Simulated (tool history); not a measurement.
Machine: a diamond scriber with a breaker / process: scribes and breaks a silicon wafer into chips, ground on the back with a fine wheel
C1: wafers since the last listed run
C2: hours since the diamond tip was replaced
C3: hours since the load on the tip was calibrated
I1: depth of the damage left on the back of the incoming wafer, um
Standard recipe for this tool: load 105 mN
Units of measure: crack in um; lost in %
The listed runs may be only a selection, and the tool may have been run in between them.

Run 1, hour 0: usual settings; C1 0; C2 380.8; C3 1003.8; I1 1.7. Result: crack 10.21 um, lost 3.2 %.
Run 2, hour 65.5: usual settings; C1 107; C2 446.3; C3 1069.3; I1 2.06. Result: crack 10.3 um, lost 3.92 %.
Run 3, hour 113: usual settings; C1 77; C2 493.8; C3 1116.8; I1 1.67. Result: crack 10.24 um, lost 3.64 %.
Run 4, hour 164.3: usual settings; C1 83; C2 545.1; C3 1168.1; I1 2.62. Result: crack 10 um, lost 5.25 %.
Run 5, hour 255.7: usual settings; C1 149; C2 636.5; C3 1259.5; I1 2.04. Result: crack 9.91 um, lost 4.1 %.
At hour 417.7: diamond tip replaced by a new one.
Run 6, hour 558.6: usual settings but load 95 mN; C1 491; C2 140.9; C3 1562.4; I1 2.31. Result: crack 10.2 um, lost 3.96 %.
Run 7, hour 601.4: usual settings; C1 69; C2 183.7; C3 1605.2; I1 1.93. Result: crack 10.78 um, lost 2.61 %.
At hour 627.1: load on the tip recalibrated.
Run 8, hour 656.1: usual settings; C1 86; C2 238.4; C3 29; I1 1.62. Result: crack 10.5 um, lost 2.33 %.
Run 9, hour 692.9: usual settings but load 127 mN; C1 60; C2 275.2; C3 65.8; I1 1.99. Result: crack 11.57 um, lost 2.23 %.
Run 10, hour 730.3: usual settings; C1 61; C2 312.6; C3 103.2; I1 2.96. Result: crack 10.57 um, lost 5.2 %.
Run 11, hour 767.8: usual settings but load 125 mN; C1 61; C2 350.1; C3 140.7; I1 2.13. Result: crack 11.23 um, lost 2.25 %.
Run 12, hour 806.3: usual settings but load 125 mN; C1 62; C2 388.6; C3 179.2; I1 1.63. Result: crack 11.26 um, lost 1.99 %.
Run 13, hour 847.6: usual settings but load 125 mN; C1 67; C2 429.9; C3 220.5; I1 2.79. Result: crack 10.79 um, lost 3.45 %.
Run 14, hour 900.7: usual settings; C1 86; C2 483; C3 273.6; I1 1.64. Result: crack 10.21 um, lost 3.01 %.
Run 15, hour 948: usual settings; C1 77; C2 530.3; C3 320.9; I1 1.58. Result: crack 10.15 um, lost 3.32 %.
Run 16, hour 1041: usual settings but load 119 mN; C1 152; C2 623.3; C3 413.9; I1 2.61. Result: crack 10.74 um, lost 3.75 %.
Run 17, hour 1085.8: usual settings; C1 73; C2 668.1; C3 458.7; I1 1.88. Result: crack 10.21 um, lost 3.5 %.
Run 18, hour 1161.4: usual settings but load 115 mN; C1 123; C2 743.7; C3 534.3; I1 2.55. Result: crack 10.17 um, lost 3.99 %.
At hour 1215.7: diamond tip replaced by a new one.
Run 19, hour 1261.1: usual settings but load 123 mN; C1 159; C2 45.4; C3 634; I1 2.35. Result: crack 11.77 um, lost 2.59 %.
Run 20, hour 1354.7: usual settings but load 73 mN; C1 153; C2 139; C3 727.6; I1 2.25. Result: crack 9.14 um, lost 7.39 %.
Run 21, hour 1423.7: usual settings but load 128 mN; C1 112; C2 208; C3 796.6; I1 2.06. Result: crack 11.58 um, lost 2.31 %.
Run 22, hour 1477.2: usual settings but load 124 mN; C1 87; C2 261.5; C3 850.1; I1 1.75. Result: crack 11.19 um, lost 2.17 %.
Run 23, hour 1516.6: usual settings; C1 64; C2 300.9; C3 889.5; I1 2.91. Result: crack 10.15 um, lost 4.66 %.
Run 24, hour 1622.3: usual settings but load 82 mN; C1 172; C2 406.6; C3 995.2; I1 2.28. Result: crack 9.21 um, lost 6.43 %.
Run 25, hour 1729: usual settings; C1 174; C2 513.3; C3 1101.9; I1 2.21. Result: crack 9.98 um, lost 4.09 %.
Run 26, hour 1816.4: usual settings but load 122 mN; C1 142; C2 600.7; C3 1189.3; I1 2.15. Result: crack 11.13 um, lost 2.68 %.
Run 27, hour 1900.6: usual settings but load 133 mN; C1 137; C2 684.9; C3 1273.5; I1 2.02. Result: crack 11.33 um, lost 2.17 %.
Run 28, hour 1961.3: usual settings; C1 99; C2 745.6; C3 1334.2; I1 2.59. Result: crack 9.85 um, lost 4.73 %.
Run 29, hour 2045.9: usual settings but load 74 mN; C1 138; C2 830.2; C3 1418.8; I1 1.92. Result: crack 8.68 um, lost 9.99 %.
At hour 2074.6: diamond tip replaced by a new one.
Run 30, hour 2134.3: usual settings but load 87 mN; C1 141; C2 59.7; C3 1507.2; I1 1.69. Result: crack 10.25 um, lost 3.29 %.
Run 31, hour 2191.3: usual settings but load 74 mN; C1 93; C2 116.7; C3 1564.2; I1 2.55. Result: crack 9.19 um, lost 7.47 %.
Run 32, hour 2236: usual settings but load 121 mN; C1 73; C2 161.4; C3 1608.9; I1 2.65. Result: crack 11.44 um, lost 3.19 %.
Run 33, hour 2328.1: usual settings but load 120 mN; C1 150; C2 253.5; C3 1701; I1 2.85. Result: crack 11.36 um, lost 3.54 %.
At hour 2360.7: load on the tip recalibrated.
Run 34, hour 2399.5: usual settings but load 137 mN; C1 113; C2 324.9; C3 38.8; I1 2.38. Result: crack 11.99 um, lost 2.62 %.
Run 35, hour 2473.2: usual settings but load 78 mN; C1 120; C2 398.6; C3 112.5; I1 1.55. Result: crack 8.97 um, lost 6.72 %.
Run 36, hour 2548.9: usual settings; C1 123; C2 474.3; C3 188.2; I1 2.1. Result: crack 10.11 um, lost 3.55 %.
Run 37, hour 2605.5: usual settings but load 88 mN; C1 92; C2 530.9; C3 244.8; I1 2.43. Result: crack 9.35 um, lost 6.4 %.
Run 38, hour 2703.4: usual settings but load 134 mN; C1 160; C2 628.8; C3 342.7; I1 1.5. Result: crack 11.26 um, lost 2 %.
Run 39, hour 2744: usual settings; C1 66; C2 669.4; C3 383.3; I1 1.95. Result: crack 10.08 um, lost 3.52 %.
Run 40, hour 2824.5: usual settings but load 136 mN; C1 131; C2 749.9; C3 463.8; I1 2.14. Result: crack 11.51 um, lost 2.46 %.
Run 41, hour 2969.8: usual settings; C1 237; C2 895.2; C3 609.1; I1 1.68. Result: crack 9.97 um, lost 3.65 %.
At hour 2988.6: diamond tip replaced by a new one.
Run 42, hour 3037.8: usual settings; C1 107; C2 49.2; C3 677.1; I1 1.69. Result: crack 10.98 um, lost 2.18 %.

Some steps in crack between neighbouring runs. How much of each would the tool show without its hidden state too (settings, what came in, random variation), and how much is left for the hidden state, with any gauge scatter that isn't in both results?
Hidden state present: share of the diamond tip's cutting effectiveness lost through wear, %; deviation of the load on the tip from its setpoint, %.
Run 18 -> 19: load 115 -> 123, diamond tip replaced by a new one. crack +1.6 um: hidden state +1.12, all else +0.48.
Run 19 -> 20: load 123 -> 73. crack -2.63 um: hidden state -0.23, all else -2.4.
Run 20 -> 21: load 73 -> 128. crack +2.44 um: hidden state -0.36, all else +2.8.
Run 29 -> 30: load 74 -> 87, diamond tip replaced by a new one. crack +1.57 um: hidden state +0.93, all else +0.64.
Run 34 -> 35: load 137 -> 78. crack -3.02 um: hidden state +0.19, all else -3.21.
Run 41 -> 42: diamond tip replaced by a new one. crack +1.01 um: hidden state +0.93, all else +0.08.

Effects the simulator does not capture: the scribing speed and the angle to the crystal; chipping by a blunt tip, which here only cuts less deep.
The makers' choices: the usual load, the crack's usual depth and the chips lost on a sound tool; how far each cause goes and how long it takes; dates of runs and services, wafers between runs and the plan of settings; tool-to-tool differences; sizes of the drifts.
